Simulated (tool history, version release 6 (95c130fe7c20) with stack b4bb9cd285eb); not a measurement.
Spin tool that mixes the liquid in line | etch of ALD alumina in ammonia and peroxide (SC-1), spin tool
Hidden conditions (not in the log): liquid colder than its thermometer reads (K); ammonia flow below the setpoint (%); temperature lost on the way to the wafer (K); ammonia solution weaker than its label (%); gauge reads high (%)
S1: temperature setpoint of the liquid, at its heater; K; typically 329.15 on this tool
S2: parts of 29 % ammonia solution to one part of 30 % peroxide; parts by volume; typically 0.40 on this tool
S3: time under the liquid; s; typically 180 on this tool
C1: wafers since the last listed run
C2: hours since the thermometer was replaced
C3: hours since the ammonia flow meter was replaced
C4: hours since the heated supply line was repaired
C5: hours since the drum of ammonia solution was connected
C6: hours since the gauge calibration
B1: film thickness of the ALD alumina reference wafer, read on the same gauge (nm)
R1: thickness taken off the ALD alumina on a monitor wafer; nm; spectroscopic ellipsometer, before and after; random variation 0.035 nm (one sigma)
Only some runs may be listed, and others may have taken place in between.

{"run": 1, "hour": 0.0, "S1": 329.15, "S2": 0.4, "S3": 225, "C1": 0, "C2": 2010.1, "C3": 644.3, "C4": 1508.5, "C5": 81.0, "C6": 316.7, "B1": 119.98, "R1": 9.7}
{"run": 2, "hour": 7.2, "S1": 329.15, "S2": 0.4, "S3": 180, "C1": 39, "C2": 2017.3, "C3": 651.5, "C4": 1515.7, "C5": 88.2, "C6": 323.9, "B1": 119.96, "R1": 7.78}
{"run": 3, "hour": 41.1, "S1": 331.65, "S2": 0.4, "S3": 255, "C1": 183, "C2": 2051.2, "C3": 685.4, "C4": 1549.6, "C5": 122.1, "C6": 357.8, "B1": 120.02, "R1": 12.56}
{"run": 4, "hour": 50.2, "S1": 325.15, "S2": 0.35, "S3": 265, "C1": 49, "C2": 2060.3, "C3": 694.5, "C4": 1558.7, "C5": 131.2, "C6": 366.9, "B1": 119.98, "R1": 9.13}
{"hour": 60.7, "done": "gauge calibrated"}
{"hour": 63.3, "done": "ammonia flow meter replaced"}
{"run": 5, "hour": 63.8, "S1": 329.15, "S2": 0.25, "S3": 240, "C1": 68, "C2": 2073.9, "C3": 0.5, "C4": 1572.3, "C5": 144.8, "C6": 3.1, "B1": 119.98, "R1": 9.93}
{"run": 6, "hour": 79.4, "S1": 333.65, "S2": 0.45, "S3": 145, "C1": 84, "C2": 2089.5, "C3": 16.1, "C4": 1587.9, "C5": 160.4, "C6": 18.7, "B1": 120.02, "R1": 7.99}
{"run": 7, "hour": 91.7, "S1": 332.65, "S2": 0.25, "S3": 215, "C1": 66, "C2": 2101.8, "C3": 28.4, "C4": 1600.2, "C5": 172.7, "C6": 31.0, "B1": 119.98, "R1": 10.57}
{"hour": 99.5, "done": "thermometer replaced"}
{"run": 8, "hour": 102.7, "S1": 329.15, "S2": 0.4, "S3": 180, "C1": 54, "C2": 3.2, "C3": 39.4, "C4": 1611.2, "C5": 183.7, "C6": 42.0, "B1": 119.94, "R1": 7.74}
{"run": 9, "hour": 118.7, "S1": 329.15, "S2": 0.5, "S3": 220, "C1": 86, "C2": 19.2, "C3": 55.4, "C4": 1627.2, "C5": 199.7, "C6": 58.0, "B1": 120.02, "R1": 9.67}
{"hour": 120.0, "done": "heated supply line repaired"}
{"run": 10, "hour": 127.1, "S1": 329.15, "S2": 0.5, "S3": 180, "C1": 40, "C2": 27.6, "C3": 63.8, "C4": 7.1, "C5": 208.1, "C6": 66.4, "B1": 120.01, "R1": 9.12}
{"run": 11, "hour": 139.5, "S1": 329.15, "S2": 0.3, "S3": 100, "C1": 67, "C2": 40.0, "C3": 76.2, "C4": 19.5, "C5": 220.5, "C6": 78.8, "B1": 120.03, "R1": 4.84}
{"run": 12, "hour": 154.9, "S1": 323.15, "S2": 0.25, "S3": 85, "C1": 83, "C2": 55.4, "C3": 91.6, "C4": 34.9, "C5": 235.9, "C6": 94.2, "B1": 120.02, "R1": 2.93}
{"run": 13, "hour": 172.7, "S1": 329.15, "S2": 0.4, "S3": 110, "C1": 96, "C2": 73.2, "C3": 109.4, "C4": 52.7, "C5": 253.7, "C6": 112.0, "B1": 120.01, "R1": 5.41}
{"run": 14, "hour": 183.9, "S1": 329.15, "S2": 0.4, "S3": 110, "C1": 60, "C2": 84.4, "C3": 120.6, "C4": 63.9, "C5": 264.9, "C6": 123.2, "B1": 120.01, "R1": 5.48}
{"hour": 185.8, "done": "new drum of ammonia solution connected"}
{"run": 15, "hour": 199.9, "S1": 329.15, "S2": 0.4, "S3": 180, "C1": 81, "C2": 100.4, "C3": 136.6, "C4": 79.9, "C5": 14.1, "C6": 139.2, "B1": 119.98, "R1": 8.93}
{"run": 16, "hour": 211.5, "S1": 319.65, "S2": 0.4, "S3": 110, "C1": 62, "C2": 112.0, "C3": 148.2, "C4": 91.5, "C5": 25.7, "C6": 150.8, "B1": 119.97, "R1": 3.22}
{"run": 17, "hour": 220.5, "S1": 335.65, "S2": 0.55, "S3": 110, "C1": 48, "C2": 121.0, "C3": 157.2, "C4": 100.5, "C5": 34.7, "C6": 159.8, "B1": 120.0, "R1": 7.83}
{"run": 18, "hour": 230.9, "S1": 338.15, "S2": 0.4, "S3": 180, "C1": 56, "C2": 131.4, "C3": 167.6, "C4": 110.9, "C5": 45.1, "C6": 170.2, "B1": 119.99, "R1": 14.01}
{"run": 19, "hour": 278.4, "S1": 335.65, "S2": 0.4, "S3": 180, "C1": 257, "C2": 178.9, "C3": 215.1, "C4": 158.4, "C5": 92.6, "C6": 217.7, "B1": 120.01, "R1": 12.38}
{"run": 20, "hour": 286.2, "S1": 329.15, "S2": 0.5, "S3": 145, "C1": 42, "C2": 186.7, "C3": 222.9, "C4": 166.2, "C5": 100.4, "C6": 225.5, "B1": 119.99, "R1": 7.27}
{"run": 21, "hour": 300.8, "S1": 333.65, "S2": 0.3, "S3": 225, "C1": 79, "C2": 201.3, "C3": 237.5, "C4": 180.8, "C5": 115.0, "C6": 240.1, "B1": 120.01, "R1": 13.6}
{"run": 22, "hour": 309.9, "S1": 329.15, "S2": 0.4, "S3": 225, "C1": 49, "C2": 210.4, "C3": 246.6, "C4": 189.9, "C5": 124.1, "C6": 249.2, "B1": 120.0, "R1": 11.01}
{"run": 23, "hour": 316.4, "S1": 333.65, "S2": 0.5, "S3": 180, "C1": 35, "C2": 216.9, "C3": 253.1, "C4": 196.4, "C5": 130.6, "C6": 255.7, "B1": 120.01, "R1": 11.32}
{"run": 24, "hour": 322.8, "S1": 329.15, "S2": 0.4, "S3": 180, "C1": 34, "C2": 223.3, "C3": 259.5, "C4": 202.8, "C5": 137.0, "C6": 262.1, "B1": 120.0, "R1": 8.88}

Alternative continuations, all from the tool just after run 24; predict every row:
{"run": "A", "hour": 323.3, "S1": 329.15, "S2": 0.3, "S3": 180, "C1": 2, "C2": 223.8, "C3": 260.0, "C4": 203.3, "C5": 137.5, "C6": 262.6, "B1": "?", "R1": "?"}
{"run": "B", "hour": 323.3, "S1": 333.15, "S2": 0.6, "S3": 250, "C1": 2, "C2": 223.8, "C3": 260.0, "C4": 203.3, "C5": 137.5, "C6": 262.6, "B1": "?", "R1": "?"}
{"run": "C", "hour": 323.3, "S1": 329.15, "S2": 0.4, "S3": 270, "C1": 2, "C2": 223.8, "C3": 260.0, "C4": 203.3, "C5": 137.5, "C6": 262.6, "B1": "?", "R1": "?"}
{"run": "D", "hour": 323.3, "S1": 319.65, "S2": 0.55, "S3": 245, "C1": 2, "C2": 223.8, "C3": 260.0, "C4": 203.3, "C5": 137.5, "C6": 262.6, "B1": "?", "R1": "?"}
{"run": "E", "hour": 323.3, "S1": 329.15, "S2": 0.5, "S3": 75, "C1": 2, "C2": 223.8, "C3": 260.0, "C4": 203.3, "C5": 137.5, "C6": 262.6, "B1": "?", "R1": "?"}

run=A B1=120.01 R1=8.51
run=B B1=120.01 R1=15.55
run=C B1=120.01 R1=13.12
run=D B1=120.01 R1=7.30
run=E B1=120.01 R1=3.72
Without the tool's unlogged condition, the same runs would have read:
run=A R1=8.67
run=B R1=15.83
run=C R1=13.36
run=D R1=7.44
run=E R1=3.79
